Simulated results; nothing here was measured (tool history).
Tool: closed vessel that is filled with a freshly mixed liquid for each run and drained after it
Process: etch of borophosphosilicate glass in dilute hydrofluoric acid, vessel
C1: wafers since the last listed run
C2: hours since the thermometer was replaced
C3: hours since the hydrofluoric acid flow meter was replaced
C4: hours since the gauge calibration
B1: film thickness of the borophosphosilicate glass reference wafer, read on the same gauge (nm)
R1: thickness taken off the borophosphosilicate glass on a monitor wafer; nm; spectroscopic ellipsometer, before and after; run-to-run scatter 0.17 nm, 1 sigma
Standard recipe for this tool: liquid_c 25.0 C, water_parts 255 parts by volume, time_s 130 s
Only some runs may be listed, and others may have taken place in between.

run 1 hour=0.0 | liquid_c=25.0 water_parts=255 time_s=130 | C1=0 C2=810.8 C3=309.4 C4=1601.8 | B1=130.01 | R1=17.73
run 2 hour=66.8 | liquid_c=25.0 water_parts=255 time_s=130 | C1=7383 C2=877.6 C3=376.2 C4=1668.6 | B1=129.98 | R1=17.97
run 3 hour=119.0 | liquid_c=25.0 water_parts=255 time_s=130 | C1=5770 C2=929.8 C3=428.4 C4=1720.8 | B1=130.01 | R1=17.68
run 4 hour=147.3 | liquid_c=25.0 water_parts=255 time_s=185 | C1=3128 C2=958.1 C3=456.7 C4=1749.1 | B1=130.02 | R1=25.52
-- hour=168.6 hydrofluoric acid flow meter replaced
run 5 hour=206.2 | liquid_c=25.0 water_parts=255 time_s=185 | C1=6400 C2=1017.0 C3=37.6 C4=1808.0 | B1=129.99 | R1=25.00
-- hour=222.4 gauge calibrated
run 6 hour=277.0 | liquid_c=25.0 water_parts=255 time_s=130 | C1=7826 C2=1087.8 C3=108.4 C4=54.6 | B1=130.00 | R1=18.03
run 7 hour=330.2 | liquid_c=25.0 water_parts=255 time_s=130 | C1=5880 C2=1141.0 C3=161.6 C4=107.8 | B1=130.00 | R1=18.03
run 8 hour=398.2 | liquid_c=25.0 water_parts=340 time_s=155 | C1=7516 C2=1209.0 C3=229.6 C4=175.8 | B1=129.98 | R1=14.66
run 9 hour=451.9 | liquid_c=25.0 water_parts=330 time_s=175 | C1=5935 C2=1262.7 C3=283.3 C4=229.5 | B1=130.01 | R1=17.05
run 10 hour=483.2 | liquid_c=25.0 water_parts=330 time_s=130 | C1=3459 C2=1294.0 C3=314.6 C4=260.8 | B1=130.00 | R1=12.51
run 11 hour=549.0 | liquid_c=25.0 water_parts=370 time_s=130 | C1=7273 C2=1359.8 C3=380.4 C4=326.6 | B1=130.01 | R1=10.98
run 12 hour=607.7 | liquid_c=22.0 water_parts=185 time_s=130 | C1=6488 C2=1418.5 C3=439.1 C4=385.3 | B1=129.99 | R1=23.81
run 13 hour=658.9 | liquid_c=25.0 water_parts=255 time_s=130 | C1=5659 C2=1469.7 C3=490.3 C4=436.5 | B1=130.00 | R1=17.53
-- hour=718.1 hydrofluoric acid flow meter replaced
run 14 hour=721.6 | liquid_c=25.0 water_parts=255 time_s=130 | C1=6820 C2=1532.4 C3=3.5 C4=499.2 | B1=130.00 | R1=17.65
run 15 hour=780.4 | liquid_c=29.5 water_parts=380 time_s=175 | C1=6499 C2=1591.2 C3=62.3 C4=558.0 | B1=130.01 | R1=16.11
run 16 hour=817.3 | liquid_c=25.0 water_parts=370 time_s=90 | C1=4078 C2=1628.1 C3=99.2 C4=594.9 | B1=130.00 | R1=7.60
run 17 hour=880.7 | liquid_c=27.0 water_parts=165 time_s=130 | C1=7008 C2=1691.5 C3=162.6 C4=658.3 | B1=130.01 | R1=32.06
-- hour=900.0 thermometer replaced
run 18 hour=909.4 | liquid_c=23.0 water_parts=255 time_s=70 | C1=3061 C2=9.4 C3=191.3 C4=687.0 | B1=130.00 | R1=9.26
run 19 hour=973.4 | liquid_c=23.0 water_parts=255 time_s=110 | C1=7074 C2=73.4 C3=255.3 C4=751.0 | B1=129.98 | R1=14.52
run 20 hour=1029.7 | liquid_c=25.0 water_parts=255 time_s=130 | C1=6223 C2=129.7 C3=311.6 C4=807.3 | B1=129.99 | R1=18.39
run 21 hour=1074.7 | liquid_c=23.0 water_parts=340 time_s=60 | C1=4974 C2=174.7 C3=356.6 C4=852.3 | B1=130.00 | R1=5.43
run 22 hour=1137.7 | liquid_c=25.0 water_parts=355 time_s=170 | C1=6963 C2=237.7 C3=419.6 C4=915.3 | B1=130.01 | R1=15.66
-- hour=1164.1 hydrofluoric acid flow meter replaced
run 23 hour=1166.4 | liquid_c=22.5 water_parts=365 time_s=155 | C1=3061 C2=266.4 C3=2.3 C4=944.0 | B1=130.01 | R1=12.46
run 24 hour=1208.0 | liquid_c=29.0 water_parts=255 time_s=130 | C1=4598 C2=308.0 C3=43.9 C4=985.6 | B1=129.98 | R1=20.76
run 25 hour=1258.7 | liquid_c=25.0 water_parts=255 time_s=200 | C1=5604 C2=358.7 C3=94.6 C4=1036.3 | B1=130.00 | R1=27.87

Forecast run 26:
run 26 hour=1300.9 | liquid_c=22.5 water_parts=365 time_s=75 | C1=4664 C2=400.9 C3=136.8 C4=1078.5 | B1=? | R1=?

{"run 26": {"B1": 130.02, "R1": 6.02}}
Take away the tool's hidden state, keep the run-to-run variation as it was, and the same run would have given R1 6.11 nm.
